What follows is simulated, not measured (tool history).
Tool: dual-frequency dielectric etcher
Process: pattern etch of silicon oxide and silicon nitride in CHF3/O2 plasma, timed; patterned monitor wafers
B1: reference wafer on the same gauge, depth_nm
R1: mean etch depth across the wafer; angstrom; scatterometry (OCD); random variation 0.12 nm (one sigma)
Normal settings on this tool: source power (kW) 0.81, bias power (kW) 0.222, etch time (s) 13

run 1 day=0 | source_power_(kW)=0.81 bias_power_(kW)=0.222 etch_time_(s)=13 | B1=22.15 | R1=228.2
-- day=2.092 wet clean of the chamber
run 2 day=4.421 | source_power_(kW)=0.81 bias_power_(kW)=0.222 etch_time_(s)=16 | B1=22.2 | R1=282.3
run 3 day=6.808 | source_power_(kW)=0.75 bias_power_(kW)=0.222 etch_time_(s)=13 | B1=22.23 | R1=223
run 4 day=9.021 | source_power_(kW)=0.94 bias_power_(kW)=0.222 etch_time_(s)=13 | B1=22.24 | R1=247.7
run 5 day=11.912 | source_power_(kW)=0.94 bias_power_(kW)=0.222 etch_time_(s)=13 | B1=22.31 | R1=246.6
run 6 day=16.412 | source_power_(kW)=0.94 bias_power_(kW)=0.222 etch_time_(s)=13 | B1=22.37 | R1=244.5
-- day=19.688 gauge calibrated
run 7 day=20.65 | source_power_(kW)=0.74 bias_power_(kW)=0.259 etch_time_(s)=13 | B1=21.39 | R1=227.2
run 8 day=24.162 | source_power_(kW)=0.74 bias_power_(kW)=0.259 etch_time_(s)=13 | B1=21.42 | R1=227.7
run 9 day=26.4 | source_power_(kW)=0.74 bias_power_(kW)=0.259 etch_time_(s)=13 | B1=21.48 | R1=225.8
-- day=28.762 wet clean of the chamber
run 10 day=30.604 | source_power_(kW)=0.81 bias_power_(kW)=0.261 etch_time_(s)=10 | B1=21.56 | R1=182.9
run 11 day=33.621 | source_power_(kW)=0.69 bias_power_(kW)=0.222 etch_time_(s)=13 | B1=21.55 | R1=208.7
run 12 day=37.262 | source_power_(kW)=0.81 bias_power_(kW)=0.222 etch_time_(s)=11 | B1=21.6 | R1=190.7
run 13 day=40.517 | source_power_(kW)=0.81 bias_power_(kW)=0.222 etch_time_(s)=11 | B1=21.57 | R1=190.9
run 14 day=43.417 | source_power_(kW)=0.98 bias_power_(kW)=0.222 etch_time_(s)=9.5 | B1=21.62 | R1=177.8
-- day=44.279 source power generator calibrated
run 15 day=47.492 | source_power_(kW)=0.69 bias_power_(kW)=0.222 etch_time_(s)=13 | B1=21.66 | R1=212.7
-- day=52.008 bias power generator calibrated
-- day=52.071 wet clean of the chamber
run 16 day=52.092 | source_power_(kW)=0.99 bias_power_(kW)=0.254 etch_time_(s)=13 | B1=21.78 | R1=258.6
run 17 day=53.371 | source_power_(kW)=0.69 bias_power_(kW)=0.222 etch_time_(s)=13 | B1=21.78 | R1=210.8
run 18 day=57.775 | source_power_(kW)=0.81 bias_power_(kW)=0.222 etch_time_(s)=13 | B1=21.84 | R1=227.2
run 19 day=60.958 | source_power_(kW)=0.96 bias_power_(kW)=0.254 etch_time_(s)=12 | B1=21.89 | R1=238.1
-- day=62.975 upper electrode replaced
run 20 day=69.788 | source_power_(kW)=0.75 bias_power_(kW)=0.222 etch_time_(s)=9.5 | B1=21.95 | R1=159.7
run 21 day=73.821 | source_power_(kW)=0.61 bias_power_(kW)=0.256 etch_time_(s)=10.5 | B1=22 | R1=173.1
-- day=75.604 wet clean of the chamber
run 22 day=76.017 | source_power_(kW)=0.81 bias_power_(kW)=0.25 etch_time_(s)=15 | B1=22.05 | R1=278.2
run 23 day=80.179 | source_power_(kW)=0.92 bias_power_(kW)=0.222 etch_time_(s)=13 | B1=22.06 | R1=244
-- day=82.388 gauge calibrated
run 24 day=83.392 | source_power_(kW)=0.81 bias_power_(kW)=0.222 etch_time_(s)=16 | B1=21.48 | R1=272.9
run 25 day=96.242 | source_power_(kW)=1 bias_power_(kW)=0.258 etch_time_(s)=13 | B1=21.59 | R1=259.1
run 26 day=97.983 | source_power_(kW)=0.81 bias_power_(kW)=0.25 etch_time_(s)=15 | B1=21.57 | R1=270.5
-- day=100.975 wet clean of the chamber
run 27 day=102.083 | source_power_(kW)=0.9 bias_power_(kW)=0.222 etch_time_(s)=13 | B1=21.64 | R1=237.7
run 28 day=104.417 | source_power_(kW)=0.86 bias_power_(kW)=0.249 etch_time_(s)=10 | B1=21.7 | R1=186.3
run 29 day=106.833 | source_power_(kW)=0.81 bias_power_(kW)=0.222 etch_time_(s)=13 | B1=21.67 | R1=224.8
-- day=107.7 source power generator calibrated
run 30 day=108.621 | source_power_(kW)=0.91 bias_power_(kW)=0.255 etch_time_(s)=15 | B1=21.69 | R1=287.2

How would selected steps in R1 from run to run divide? Give the signed amount a tool lacking its hidden state would still show from settings, what came in and random variation, and the signed amount left for the hidden state, including any gauge scatter that is not in both of the compared results.
Hidden state present: etch rate over this chamber's usual, %; source power that arrives over what is set, %; bias power that arrives over what is set, %; gauge reads high (%).
Run 6 -> 7: source power (kW) 0.94 -> 0.74, bias power (kW) 0.222 -> 0.259, gauge calibrated. R1 -17.3 angstrom: hidden state -9.9, all else -7.4.
Run 19 -> 20: source power (kW) 0.96 -> 0.75, bias power (kW) 0.254 -> 0.222, etch time (s) 12 -> 9.5, upper electrode replaced. R1 -78.4 angstrom: hidden state -0.9, all else -77.5.
Run 21 -> 22: source power (kW) 0.61 -> 0.81, bias power (kW) 0.256 -> 0.25, etch time (s) 10.5 -> 15, wet clean of the chamber. R1 +105.1 angstrom: hidden state +3.2, all else +101.9.
Run 23 -> 24: source power (kW) 0.92 -> 0.81, etch time (s) 13 -> 16, gauge calibrated. R1 +28.9 angstrom: hidden state -7.1, all else +36.
Run 29 -> 30: source power (kW) 0.81 -> 0.91, bias power (kW) 0.222 -> 0.255, etch time (s) 13 -> 15, source power generator calibrated. R1 +62.4 angstrom: hidden state +1.1, all else +61.3.

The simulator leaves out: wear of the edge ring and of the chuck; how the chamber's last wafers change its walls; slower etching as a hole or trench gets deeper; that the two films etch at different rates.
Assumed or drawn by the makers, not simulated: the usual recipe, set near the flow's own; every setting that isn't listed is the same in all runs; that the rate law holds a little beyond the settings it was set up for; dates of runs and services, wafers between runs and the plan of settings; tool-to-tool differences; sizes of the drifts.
